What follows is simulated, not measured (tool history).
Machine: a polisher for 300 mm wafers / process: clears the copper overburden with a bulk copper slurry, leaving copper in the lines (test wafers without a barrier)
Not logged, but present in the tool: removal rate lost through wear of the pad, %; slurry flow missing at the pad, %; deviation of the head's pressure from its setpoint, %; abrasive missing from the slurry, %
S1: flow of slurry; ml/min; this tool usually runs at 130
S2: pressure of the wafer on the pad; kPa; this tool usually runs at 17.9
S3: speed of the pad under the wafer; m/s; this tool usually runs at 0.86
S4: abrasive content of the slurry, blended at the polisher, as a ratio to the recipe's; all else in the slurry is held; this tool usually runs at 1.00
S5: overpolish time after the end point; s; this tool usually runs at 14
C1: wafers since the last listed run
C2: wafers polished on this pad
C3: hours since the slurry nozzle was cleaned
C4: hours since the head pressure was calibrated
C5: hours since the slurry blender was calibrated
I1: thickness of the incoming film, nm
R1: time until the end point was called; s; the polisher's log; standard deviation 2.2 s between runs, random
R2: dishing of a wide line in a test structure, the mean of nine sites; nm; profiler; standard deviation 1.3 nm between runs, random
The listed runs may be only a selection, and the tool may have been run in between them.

run    hour   S1    S2    S3    S4  S5   C1    C2     C3      C4     C5      I1     R1    R2
  1     0.0  130  17.9  0.86  1.00  14    0    39  102.3  1085.2  253.7  1040.0  126.4  54.7
  2    51.9  130  17.9  0.86  1.00  14  208   248  154.2  1137.1  305.6  1044.9  126.4  57.7
  3   103.2  130  17.9  0.86  1.00  14  205   454  205.5  1188.4  356.9  1050.3  130.1  55.4
  4   163.8  130  17.9  0.86  1.00  14  243   697  266.1  1249.0  417.5  1057.1  134.1  58.5
      186.2  -- slurry blender recalibrated
  5   220.1  130  17.9  1.06  1.00  18  217   915  322.4  1305.3   33.9  1058.9  105.3  75.5
  6   268.0  130  17.9  1.06  1.00  18  192  1107  370.3  1353.2   81.8  1027.9  101.2  75.3
      285.4  -- head pressure recalibrated
  7   330.7  130  21.4  0.86  1.00  14  243  1351  433.0    45.3  144.5  1044.8   98.7  74.2
  8   364.6  130  17.9  1.04  0.85  11  136  1487  466.9    79.2  178.4  1043.5  101.1  57.5
  9   396.8  115  13.8  0.56  1.00  14  129  1616  499.1   111.4  210.6  1040.7  246.7  34.6
 10   436.1  130  22.1  0.86  1.00  14  157  1774  538.4   150.7  249.9  1051.5   99.3  70.6
 11   464.5  130  17.9  0.86  1.00   9  114  1888  566.8   179.1  278.3  1039.8  119.3  43.0
      492.9  -- worn pad replaced by a new one
 12   530.3  130  17.9  1.00  1.00  19  248   150  632.6   244.9  344.1  1032.0  103.6  77.6
 13   559.5  130  14.5  0.86  1.00  10  117   267  661.8   274.1  373.3  1026.5  147.5  37.0
 14   612.9  170  20.0  0.56  1.00   9  214   481  715.2   327.5  426.7  1051.3  170.0  35.1
 15   644.9  130  17.9  0.86  1.00  14  128   610  747.2   359.5  458.7  1050.6  126.1  58.3
 16   685.6  130  17.9  0.86  1.00  14  163   773  787.9   400.2  499.4  1027.9  122.9  58.1
      719.9  -- slurry blender recalibrated
 17   737.9  130  17.9  1.04  0.85  11  201   975  840.2   452.5   18.0  1047.3  101.4  57.8
      739.1  -- slurry nozzle cleaned
 18   808.7  130  17.9  0.86  1.00  14  280  1255   69.6   523.3   88.8  1060.4  122.9  61.1
 19   838.4  140  21.4  0.86  1.00   7  119  1375   99.3   553.0  118.5  1052.6   97.7  44.3
      907.9  -- worn pad replaced by a new one
 20   908.4  130  17.9  0.58  1.00  14  264     1  169.3   623.0  188.5  1053.9  178.9  43.2
 21   954.0  130  17.9  0.74  1.00   7  183   184  214.9   668.6  234.1  1044.6  142.8  31.9
 22  1090.7  130  17.9  0.86  1.00  14  548   733  351.6   805.3  370.8  1040.2  126.8  59.4
 23  1136.1  105  12.4  0.68  0.90  14  182   916  397.0   850.7  416.2  1049.8  245.1  34.6
     1186.2  -- slurry blender recalibrated
 24  1200.3  130  17.9  0.86  1.00  14  249  1165  461.2   914.9   14.1  1045.0  118.9  58.8
 25  1233.4  115  17.9  0.86  1.00  11  132  1298  494.3   948.0   47.2  1051.5  125.8  50.9
 26  1304.9  130  15.9  0.86  1.00  14  287  1585  565.8  1019.5  118.7  1065.2  146.2  55.2
     1357.3  -- worn pad replaced by a new one
 27  1376.4   90  17.9  1.14  1.00  21  270    76  637.3  1091.0  190.2  1043.4  104.4  83.0
 28  1402.6  130  17.9  0.86  1.00  14  105   181  663.5  1117.2  216.4  1042.3  128.1  57.4
 29  1447.9  130  24.1  0.66  0.80   7  181   363  708.8  1162.5  261.7  1038.3  132.4  33.0

What if the next run were any one of these 3? Each begins from the tool's condition after run 29:
  A  1448.4  130  17.9  0.86  0.90  14   2  365  709.3  1163.0  262.2  1051.5   ?   ?
  B  1448.4  130  17.9  1.06  1.30   7   2  365  709.3  1163.0  262.2  1051.5   ?   ?
  C  1448.4  130  21.4  0.86  0.90  14   2  365  709.3  1163.0  262.2  1051.5   ?   ?

run     R1    R2
  A  130.1  54.8
  B   94.2  41.8
  C  109.1  63.1
Stripped of hidden state, with their random variation kept, the same runs would have yielded:
run     R1    R2
  A  119.2  58.5
  B   86.1  45.0
  C  100.0  67.1
